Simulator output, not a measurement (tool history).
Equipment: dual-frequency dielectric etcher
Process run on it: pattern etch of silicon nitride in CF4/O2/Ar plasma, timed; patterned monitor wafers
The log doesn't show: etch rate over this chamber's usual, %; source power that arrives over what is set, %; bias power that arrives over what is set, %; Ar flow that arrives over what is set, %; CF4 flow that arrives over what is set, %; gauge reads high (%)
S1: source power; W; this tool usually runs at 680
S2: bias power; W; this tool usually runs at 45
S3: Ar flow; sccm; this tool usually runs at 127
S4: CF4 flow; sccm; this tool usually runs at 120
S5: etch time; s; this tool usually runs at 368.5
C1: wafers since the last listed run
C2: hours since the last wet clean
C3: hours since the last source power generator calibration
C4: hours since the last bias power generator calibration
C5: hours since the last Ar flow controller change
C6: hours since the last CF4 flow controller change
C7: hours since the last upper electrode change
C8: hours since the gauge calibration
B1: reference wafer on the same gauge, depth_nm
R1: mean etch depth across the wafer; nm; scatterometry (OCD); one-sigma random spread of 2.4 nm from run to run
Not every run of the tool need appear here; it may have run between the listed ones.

{"run": 1, "hour": 0.0, "S1": 680, "S2": 45, "S3": 127, "S4": 120, "S5": 368.5, "C1": 0, "C2": 173.5, "C3": 3876.0, "C4": 2703.1, "C5": 2003.0, "C6": 2336.4, "C7": 4281.6, "C8": 1164.5, "B1": 1047.6, "R1": 886.4}
{"run": 2, "hour": 53.7, "S1": 680, "S2": 45, "S3": 127, "S4": 120, "S5": 368.5, "C1": 296, "C2": 227.2, "C3": 3929.7, "C4": 2756.8, "C5": 2056.7, "C6": 2390.1, "C7": 4335.3, "C8": 1218.2, "B1": 1045.7, "R1": 884.3}
{"run": 3, "hour": 154.6, "S1": 680, "S2": 45, "S3": 127, "S4": 120, "S5": 368.5, "C1": 557, "C2": 328.1, "C3": 4030.6, "C4": 2857.7, "C5": 2157.6, "C6": 2491.0, "C7": 4436.2, "C8": 1319.1, "B1": 1045.0, "R1": 880.7}
{"run": 4, "hour": 229.2, "S1": 680, "S2": 36, "S3": 127, "S4": 120, "S5": 368.5, "C1": 412, "C2": 402.7, "C3": 4105.2, "C4": 2932.3, "C5": 2232.2, "C6": 2565.6, "C7": 4510.8, "C8": 1393.7, "B1": 1046.2, "R1": 831.2}
{"hour": 339.3, "done": "wet clean of the chamber"}
{"run": 5, "hour": 339.8, "S1": 680, "S2": 36, "S3": 127, "S4": 120, "S5": 368.5, "C1": 478, "C2": 0.5, "C3": 4215.8, "C4": 3042.9, "C5": 2342.8, "C6": 2676.2, "C7": 4621.4, "C8": 1504.3, "B1": 1046.2, "R1": 828.5}
{"run": 6, "hour": 407.3, "S1": 680, "S2": 36, "S3": 127, "S4": 120, "S5": 368.5, "C1": 373, "C2": 68.0, "C3": 4283.3, "C4": 3110.4, "C5": 2410.3, "C6": 2743.7, "C7": 4688.9, "C8": 1571.8, "B1": 1045.0, "R1": 836.1}
{"run": 7, "hour": 483.3, "S1": 680, "S2": 45, "S3": 127, "S4": 120, "S5": 368.5, "C1": 420, "C2": 144.0, "C3": 4359.3, "C4": 3186.4, "C5": 2486.3, "C6": 2819.7, "C7": 4764.9, "C8": 1647.8, "B1": 1044.1, "R1": 881.4}
{"hour": 760.1, "done": "source power generator calibrated"}
{"run": 8, "hour": 802.7, "S1": 680, "S2": 45, "S3": 127, "S4": 120, "S5": 368.5, "C1": 1743, "C2": 463.4, "C3": 42.6, "C4": 3505.8, "C5": 2805.7, "C6": 3139.1, "C7": 5084.3, "C8": 1967.2, "B1": 1044.2, "R1": 882.7}
{"hour": 813.5, "done": "gauge calibrated"}
{"run": 9, "hour": 910.1, "S1": 680, "S2": 45, "S3": 127, "S4": 120, "S5": 368.5, "C1": 593, "C2": 570.8, "C3": 150.0, "C4": 3613.2, "C5": 2913.1, "C6": 3246.5, "C7": 5191.7, "C8": 96.6, "B1": 1059.5, "R1": 894.9}
{"hour": 940.1, "done": "wet clean of the chamber"}
{"run": 10, "hour": 954.1, "S1": 680, "S2": 45, "S3": 145, "S4": 120, "S5": 419.0, "C1": 110, "C2": 14.0, "C3": 194.0, "C4": 3657.2, "C5": 2957.1, "C6": 3290.5, "C7": 5235.7, "C8": 140.6, "B1": 1058.9, "R1": 990.3}
{"hour": 960.4, "done": "Ar flow controller replaced"}
{"run": 11, "hour": 1050.7, "S1": 680, "S2": 45, "S3": 127, "S4": 120, "S5": 435.0, "C1": 500, "C2": 110.6, "C3": 290.6, "C4": 3753.8, "C5": 90.3, "C6": 3387.1, "C7": 5332.3, "C8": 237.2, "B1": 1056.2, "R1": 1054.0}
{"run": 12, "hour": 1125.5, "S1": 680, "S2": 45, "S3": 127, "S4": 120, "S5": 368.5, "C1": 413, "C2": 185.4, "C3": 365.4, "C4": 3828.6, "C5": 165.1, "C6": 3461.9, "C7": 5407.1, "C8": 312.0, "B1": 1052.9, "R1": 891.5}
{"run": 13, "hour": 1219.3, "S1": 680, "S2": 54, "S3": 114, "S4": 143, "S5": 368.5, "C1": 518, "C2": 279.2, "C3": 459.2, "C4": 3922.4, "C5": 258.9, "C6": 3555.7, "C7": 5500.9, "C8": 405.8, "B1": 1051.3, "R1": 969.4}
{"hour": 1228.3, "done": "CF4 flow controller replaced"}
{"hour": 1230.6, "done": "bias power generator calibrated"}
{"run": 14, "hour": 1256.5, "S1": 730, "S2": 45, "S3": 127, "S4": 120, "S5": 368.5, "C1": 160, "C2": 316.4, "C3": 496.4, "C4": 25.9, "C5": 296.1, "C6": 28.2, "C7": 5538.1, "C8": 443.0, "B1": 1051.2, "R1": 952.0}
{"hour": 1313.8, "done": "upper electrode replaced"}
{"run": 15, "hour": 1357.3, "S1": 560, "S2": 49, "S3": 127, "S4": 95, "S5": 368.5, "C1": 424, "C2": 417.2, "C3": 597.2, "C4": 126.7, "C5": 396.9, "C6": 129.0, "C7": 43.5, "C8": 543.8, "B1": 1048.4, "R1": 731.7}
{"run": 16, "hour": 1433.4, "S1": 680, "S2": 45, "S3": 127, "S4": 120, "S5": 297.5, "C1": 420, "C2": 493.3, "C3": 673.3, "C4": 202.8, "C5": 473.0, "C6": 205.1, "C7": 119.6, "C8": 619.9, "B1": 1047.8, "R1": 715.3}
{"run": 17, "hour": 1481.4, "S1": 730, "S2": 45, "S3": 127, "S4": 130, "S5": 368.5, "C1": 265, "C2": 541.3, "C3": 721.3, "C4": 250.8, "C5": 521.0, "C6": 253.1, "C7": 167.6, "C8": 667.9, "B1": 1049.0, "R1": 952.0}
{"hour": 1506.1, "done": "wet clean of the chamber"}
{"run": 18, "hour": 1534.6, "S1": 820, "S2": 41, "S3": 155, "S4": 120, "S5": 441.5, "C1": 161, "C2": 28.5, "C3": 774.5, "C4": 304.0, "C5": 574.2, "C6": 306.3, "C7": 220.8, "C8": 721.1, "B1": 1046.8, "R1": 1184.9}
{"run": 19, "hour": 1595.2, "S1": 680, "S2": 45, "S3": 127, "S4": 120, "S5": 368.5, "C1": 335, "C2": 89.1, "C3": 835.1, "C4": 364.6, "C5": 634.8, "C6": 366.9, "C7": 281.4, "C8": 781.7, "B1": 1045.9, "R1": 881.8}
{"run": 20, "hour": 1666.1, "S1": 680, "S2": 55, "S3": 143, "S4": 97, "S5": 314.5, "C1": 391, "C2": 160.0, "C3": 906.0, "C4": 435.5, "C5": 705.7, "C6": 437.8, "C7": 352.3, "C8": 852.6, "B1": 1046.0, "R1": 758.9}
{"run": 21, "hour": 1758.9, "S1": 680, "S2": 39, "S3": 127, "S4": 120, "S5": 323.0, "C1": 513, "C2": 252.8, "C3": 998.8, "C4": 528.3, "C5": 798.5, "C6": 530.6, "C7": 445.1, "C8": 945.4, "B1": 1044.4, "R1": 745.3}

Had the tool no unlogged condition, and each run kept its random variation, what would the results have been?
run=1 R1=902.0
run=2 R1=900.1
run=3 R1=896.9
run=4 R1=846.9
run=5 R1=844.5
run=6 R1=852.5
run=7 R1=898.9
run=8 R1=901.0
run=9 R1=899.1
run=10 R1=996.2
run=11 R1=1063.1
run=12 R1=900.8
run=13 R1=981.3
run=14 R1=964.4
run=15 R1=742.5
run=16 R1=726.6
run=17 R1=967.8
run=18 R1=1205.4
run=19 R1=897.7
run=20 R1=773.1
run=21 R1=760.0

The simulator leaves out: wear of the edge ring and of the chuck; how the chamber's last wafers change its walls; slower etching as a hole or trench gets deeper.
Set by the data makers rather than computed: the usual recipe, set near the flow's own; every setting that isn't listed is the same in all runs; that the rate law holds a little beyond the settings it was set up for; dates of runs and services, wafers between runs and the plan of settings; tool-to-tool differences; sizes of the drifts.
